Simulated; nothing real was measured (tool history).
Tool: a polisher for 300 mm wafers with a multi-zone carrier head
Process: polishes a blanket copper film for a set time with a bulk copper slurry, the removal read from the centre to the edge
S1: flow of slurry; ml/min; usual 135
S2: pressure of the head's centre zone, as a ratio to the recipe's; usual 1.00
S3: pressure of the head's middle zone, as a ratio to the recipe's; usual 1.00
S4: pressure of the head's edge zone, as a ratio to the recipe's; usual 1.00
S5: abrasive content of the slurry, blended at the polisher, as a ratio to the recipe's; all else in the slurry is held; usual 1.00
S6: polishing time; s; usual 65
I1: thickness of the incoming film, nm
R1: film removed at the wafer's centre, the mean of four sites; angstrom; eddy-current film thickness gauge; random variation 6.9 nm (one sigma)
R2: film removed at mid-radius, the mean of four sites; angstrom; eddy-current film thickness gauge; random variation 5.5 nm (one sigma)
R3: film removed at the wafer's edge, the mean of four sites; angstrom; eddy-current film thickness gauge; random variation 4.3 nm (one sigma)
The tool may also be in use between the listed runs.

run,hour,S1,S2,S3,S4,S5,S6,I1,R1,R2,R3
1,0.0,135,1.00,1.00,1.00,1.00,65,2518.0,6189,6202,6111
2,36.6,135,1.03,0.93,1.00,1.00,65,2546.4,6154,5770,6192
# hour 82.3: worn pad replaced by a new one
3,103.0,135,1.00,1.00,1.00,1.10,65,2555.4,6169,6257,6335
4,128.9,175,0.95,1.06,0.94,1.00,65,2539.1,6021,6715,6150
5,166.9,110,1.00,1.00,1.00,1.00,65,2529.4,5818,5996,6006
6,211.7,175,1.11,1.03,0.90,1.00,65,2522.4,6928,6596,6017
7,275.0,135,0.89,1.00,1.00,1.00,82,2487.5,6795,7858,7773
8,306.5,135,1.00,1.04,1.09,1.00,65,2522.5,6130,6391,6360
# hour 319.3: carrier head's membrane replaced by a new one
# hour 333.5: slurry nozzle cleaned
9,345.5,110,0.94,1.00,1.00,1.00,49,2527.5,4193,4483,4524
10,376.2,135,1.00,1.00,1.00,1.00,65,2499.7,6089,6275,6176
11,403.0,115,0.95,1.00,1.00,0.90,75,2532.2,6366,6827,6863
# hour 413.8: centre zone pressure recalibrated
12,428.3,135,1.00,1.10,0.88,1.10,43,2540.5,4018,4500,3915
# hour 440.2: worn pad replaced by a new one
13,459.7,135,1.00,1.08,0.89,1.15,65,2546.8,6260,6912,6050
14,523.8,95,1.00,1.00,1.00,0.75,65,2543.1,5429,5441,5592
15,557.3,135,1.00,1.00,1.00,1.00,65,2504.7,6036,6103,6190
16,614.6,100,1.00,1.00,1.00,1.00,65,2514.3,5887,5967,6026
17,666.2,135,1.00,1.00,1.06,1.00,75,2547.0,6942,7136,7261
# hour 675.6: slurry nozzle cleaned
# hour 710.8: edge zone pressure recalibrated
18,719.9,135,1.00,1.00,1.00,1.00,65,2557.9,6203,6219,6120
# hour 765.1: worn pad replaced by a new one
19,776.7,120,1.00,1.00,1.00,1.00,45,2540.1,4096,4233,4190
20,826.9,135,1.00,1.00,1.00,1.00,65,2547.7,6183,6207,6184
21,879.5,135,1.00,0.90,1.05,1.00,65,2566.0,6051,5761,6295

Forecast each of these 4 alternatives for the next run:
A,879.9,135,1.00,1.05,1.00,1.00,65,2548.0,?,?,?
B,879.9,135,1.00,0.94,1.00,0.75,80,2548.0,?,?,?
C,879.9,115,1.11,1.00,1.00,0.75,65,2548.0,?,?,?
D,879.9,110,1.00,0.89,0.91,1.00,42,2548.0,?,?,?

run,R1,R2,R3
A,6077,6379,6118
B,6975,6675,7038
C,6061,5578,5620
D,3791,3482,3710
Without the tool's hidden state the same runs would have given:
run,R1,R2,R3
A,6077,6379,6118
B,6975,6675,7038
C,6061,5578,5620
D,3791,3482,3710

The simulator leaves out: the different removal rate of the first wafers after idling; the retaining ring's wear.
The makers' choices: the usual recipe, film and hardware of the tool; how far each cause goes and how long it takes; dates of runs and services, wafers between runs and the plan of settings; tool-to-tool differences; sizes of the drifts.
